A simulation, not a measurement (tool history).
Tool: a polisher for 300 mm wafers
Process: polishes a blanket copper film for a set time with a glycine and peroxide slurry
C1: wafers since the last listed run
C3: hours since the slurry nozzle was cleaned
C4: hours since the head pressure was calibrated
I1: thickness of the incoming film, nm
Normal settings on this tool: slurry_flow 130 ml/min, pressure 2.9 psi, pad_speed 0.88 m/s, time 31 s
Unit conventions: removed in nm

run 1 day=0 | slurry_flow=130 pressure=2.9 pad_speed=0.88 time=31 | C1=0 wafers_polished_on_this_pad=303 C3=554.2 C4=743.3 | I1=1708 | removed=139.3
run 2 day=0.65 | slurry_flow=130 pressure=2.9 pad_speed=0.88 time=31 | C1=162 wafers_polished_on_this_pad=466 C3=569.8 C4=758.9 | I1=1667.6 | removed=137.2
run 3 day=1.75 | slurry_flow=130 pressure=2.9 pad_speed=0.88 time=31 | C1=275 wafers_polished_on_this_pad=742 C3=596.2 C4=785.3 | I1=1687.8 | removed=137.2
run 4 day=2.629 | slurry_flow=130 pressure=2.9 pad_speed=0.88 time=31 | C1=220 wafers_polished_on_this_pad=962 C3=617.3 C4=806.4 | I1=1671.8 | removed=138.2
-- day=3.204 worn pad replaced by a new one
run 5 day=6.267 | slurry_flow=130 pressure=2.9 pad_speed=0.88 time=31 | C1=869 wafers_polished_on_this_pad=767 C3=704.6 C4=893.7 | I1=1671.1 | removed=135.4
-- day=7.371 worn pad replaced by a new one
run 6 day=7.512 | slurry_flow=130 pressure=2.3 pad_speed=0.88 time=31 | C1=270 wafers_polished_on_this_pad=35 C3=734.5 C4=923.6 | I1=1686.4 | removed=117.5
run 7 day=8.033 | slurry_flow=130 pressure=2.3 pad_speed=0.88 time=31 | C1=130 wafers_polished_on_this_pad=165 C3=747 C4=936.1 | I1=1691.5 | removed=116.6
run 8 day=9.183 | slurry_flow=130 pressure=2.3 pad_speed=0.88 time=31 | C1=288 wafers_polished_on_this_pad=453 C3=774.6 C4=963.7 | I1=1711.9 | removed=114.5
run 9 day=10.2 | slurry_flow=155 pressure=2.9 pad_speed=0.88 time=31 | C1=254 wafers_polished_on_this_pad=708 C3=799 C4=988.1 | I1=1706.1 | removed=139.4
-- day=10.488 slurry nozzle cleaned
run 10 day=10.996 | slurry_flow=130 pressure=2.9 pad_speed=0.88 time=31 | C1=188 wafers_polished_on_this_pad=897 C3=12.2 C4=1007.2 | I1=1708.4 | removed=135.2
-- day=11.75 worn pad replaced by a new one
run 11 day=12.158 | slurry_flow=130 pressure=2.6 pad_speed=0.78 time=31 | C1=249 wafers_polished_on_this_pad=102 C3=40.1 C4=1035.1 | I1=1696.5 | removed=116.7
run 12 day=13.133 | slurry_flow=130 pressure=2.4 pad_speed=0.88 time=39 | C1=244 wafers_polished_on_this_pad=346 C3=63.5 C4=1058.5 | I1=1657.7 | removed=146.3
run 13 day=14.183 | slurry_flow=130 pressure=2.6 pad_speed=1.06 time=31 | C1=263 wafers_polished_on_this_pad=609 C3=88.7 C4=1083.7 | I1=1687.4 | removed=143.3
-- day=15.121 head pressure recalibrated
run 14 day=15.446 | slurry_flow=165 pressure=2.9 pad_speed=0.88 time=31 | C1=295 wafers_polished_on_this_pad=904 C3=119 C4=7.8 | I1=1705.7 | removed=155.2
-- day=16.254 worn pad replaced by a new one
run 15 day=16.871 | slurry_flow=130 pressure=2.9 pad_speed=0.72 time=31 | C1=315 wafers_polished_on_this_pad=154 C3=153.2 C4=42 | I1=1684.3 | removed=130.3
run 16 day=18.146 | slurry_flow=130 pressure=2.9 pad_speed=0.7 time=31 | C1=319 wafers_polished_on_this_pad=474 C3=183.8 C4=72.6 | I1=1698.5 | removed=124.9
run 17 day=19.092 | slurry_flow=130 pressure=2.9 pad_speed=0.88 time=31 | C1=236 wafers_polished_on_this_pad=711 C3=206.5 C4=95.3 | I1=1658.8 | removed=146.8
run 18 day=20.008 | slurry_flow=115 pressure=2.4 pad_speed=0.68 time=31 | C1=229 wafers_polished_on_this_pad=941 C3=228.5 C4=117.3 | I1=1699.7 | removed=102
run 19 day=21.054 | slurry_flow=130 pressure=3.4 pad_speed=0.88 time=31 | C1=262 wafers_polished_on_this_pad=1203 C3=253.6 C4=142.4 | I1=1665.9 | removed=166.6
-- day=21.333 worn pad replaced by a new one
run 20 day=21.929 | slurry_flow=115 pressure=2.4 pad_speed=0.68 time=31 | C1=177 wafers_polished_on_this_pad=148 C3=274.6 C4=163.4 | I1=1705.8 | removed=103.4
run 21 day=23.108 | slurry_flow=170 pressure=3.7 pad_speed=1.14 time=34 | C1=295 wafers_polished_on_this_pad=444 C3=302.9 C4=191.7 | I1=1656.3 | removed=255.6

What would each run have given without the hidden state, its run-to-run variation left as it was?
Hidden conditions of the tool in this case: removal rate lost through wear of the pad, %; slurry flow missing at the pad, %; deviation of the head's pressure from its setpoint, %.
run=1 removed=155.8
run=2 removed=154.4
run=3 removed=155.4
run=4 removed=157
run=5 removed=153.9
run=6 removed=129.3
run=7 removed=129.6
run=8 removed=128.8
run=9 removed=158.6
run=10 removed=154.2
run=11 removed=130.4
run=12 removed=165.8
run=13 removed=164.5
run=14 removed=160.5
run=15 removed=132.5
run=16 removed=129.6
run=17 removed=153.9
run=18 removed=107.5
run=19 removed=177.3
run=20 removed=108
run=21 removed=273.3
